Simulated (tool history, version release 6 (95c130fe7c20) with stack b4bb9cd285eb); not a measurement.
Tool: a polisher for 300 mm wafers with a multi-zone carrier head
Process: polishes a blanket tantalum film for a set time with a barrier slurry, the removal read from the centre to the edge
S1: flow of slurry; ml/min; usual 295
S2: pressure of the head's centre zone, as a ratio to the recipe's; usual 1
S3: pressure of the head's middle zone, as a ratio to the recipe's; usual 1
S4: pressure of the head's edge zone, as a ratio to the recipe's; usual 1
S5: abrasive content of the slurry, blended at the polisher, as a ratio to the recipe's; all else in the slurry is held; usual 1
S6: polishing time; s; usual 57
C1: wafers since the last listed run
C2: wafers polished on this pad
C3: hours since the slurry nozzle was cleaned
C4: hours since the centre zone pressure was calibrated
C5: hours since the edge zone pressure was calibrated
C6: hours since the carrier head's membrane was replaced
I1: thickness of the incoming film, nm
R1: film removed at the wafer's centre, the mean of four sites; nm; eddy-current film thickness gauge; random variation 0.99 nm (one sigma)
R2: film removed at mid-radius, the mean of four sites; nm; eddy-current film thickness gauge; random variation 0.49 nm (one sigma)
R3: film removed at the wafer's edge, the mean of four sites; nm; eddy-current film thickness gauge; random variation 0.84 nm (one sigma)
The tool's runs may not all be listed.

run    hour   S1    S2    S3    S4    S5  S6    C1    C2     C3      C4      C5      C6     I1    R1    R2    R3
  1       0  295     1     1     1     1  57     0   815    9.3  1210.9   478.4  1292.2  197.6  80.9  74.2  74.6
  2    73.5  295     1     1     1     1  57   881  1697   82.8  1284.4   551.9  1365.7  197.2  84.8  73.9  72.8
       86.4  -- centre zone pressure recalibrated
  3   149.1  295     1     1     1     1  57   883  2580  158.4    62.7   627.5  1441.3    203  70.8  73.7    72
  4   201.3  295     1     1     1     1  57   626  3206  210.6   114.9   679.7  1493.5    198  69.4  71.1  71.1
        280  -- worn pad replaced by a new one
  5   280.3  295  1.07     1     1     1  57   899     3  289.6   193.9   758.7  1572.5  196.2  77.5  74.2  73.2
      337.1  -- slurry nozzle cleaned
  6   370.1  295  1.07     1     1     1  57  1065  1069     33   283.7   848.5  1662.3  198.7  76.6  74.3  73.1
  7   465.1  295     1  1.03     1     1  57  1139  2209    128   378.7   943.5  1757.3  203.4  74.5  75.9  72.9
  8     567  295     1     1     1     1  57  1222  3431  229.9   480.6  1045.4  1859.2  200.7    71    72  72.7
        634  -- worn pad replaced by a new one
  9   669.4  295     1     1     1     1  57  1180   424  332.3     583  1147.8  1961.6    201  73.3  74.3  72.5
      678.2  -- slurry nozzle cleaned
      686.5  -- edge zone pressure recalibrated
      692.8  -- carrier head's membrane replaced by a new one
 10   734.6  295     1     1  0.91  0.85  57   686  1110   56.4   648.2    48.1    41.8  198.3  69.8  68.2  66.5
 11   840.3  295     1  0.88     1     1  76  1268  2378  162.1   753.9   153.8   147.5  201.9  98.5  86.5  95.5
 12   928.3  295  1.06     1     1     1  65  1055  3434  250.1   841.9   241.8   235.5    200  89.9  81.3  80.1
      960.1  -- worn pad replaced by a new one
     1026.7  -- slurry nozzle cleaned
 13  1029.4  295     1  1.05  0.96     1  57  1153   819    2.7     943   342.9   336.6  198.7  77.4  77.3  72.9
 14  1101.4  215     1     1   0.9  0.85  57   863  1683   74.7    1015   414.9   408.6  200.8  70.6  67.3  65.2
       1133  -- centre zone pressure recalibrated
 15  1206.2  295     1     1     1     1  57  1233  2917  179.5    73.2   519.7   513.4    200    70  73.2  72.7
 16  1266.6  295     1     1     1     1  57   724  3641  239.9   133.6   580.1   573.8  197.2  71.3  71.4  71.9
     1322.2  -- worn pad replaced by a new one
 17    1329  295     1     1     1   0.9  39   700    82  302.3     196   642.5   636.2  201.2  47.6  48.8  48.8
 18  1435.3  295  1.04     1     1     1  57  1275  1357  408.6   302.3   748.8   742.5  198.8  77.4  72.9  74.7
     1444.4  -- slurry nozzle cleaned
 19  1539.4  295     1     1     1     1  57  1237  2594     95   406.4   852.9   846.6  199.6  72.8  72.9  71.7
 20  1640.7  295     1   0.9     1     1  65  1215  3810  196.3   507.7   954.2   947.9  198.3  79.5    75  79.9
 21  1689.3  295     1     1   0.9     1  57   583  4393  244.9   556.3  1002.8   996.5  200.9  69.3  70.7  67.2

Forecast each of these 4 alternatives for the next run:
  A  1689.7  295   1     1   1   1  57   4  4398  245.3  556.7  1003.2  996.9  203.1   ?   ?   ?
  B  1689.7  295   1     1   1   1  67   4  4398  245.3  556.7  1003.2  996.9  203.1   ?   ?   ?
  C  1689.7  330   1  0.94   1   1  57   4  4398  245.3  556.7  1003.2  996.9  203.1   ?   ?   ?
  D  1689.7  350   1     1   1   1  57   4  4398  245.3  556.7  1003.2  996.9  203.1   ?   ?   ?

run    R1    R2    R3
  A  68.5  69.6  70.9
  B  80.6  81.9  83.3
  C  69.1  66.6  71.3
  D  69.4  70.4  71.5
Without the tool's hidden state the same runs would have given:
run    R1    R2    R3
  A  71.1  74.7    76
  B  83.6  87.8  89.4
  C  71.7  71.5  76.5
  D    72  75.6  76.7
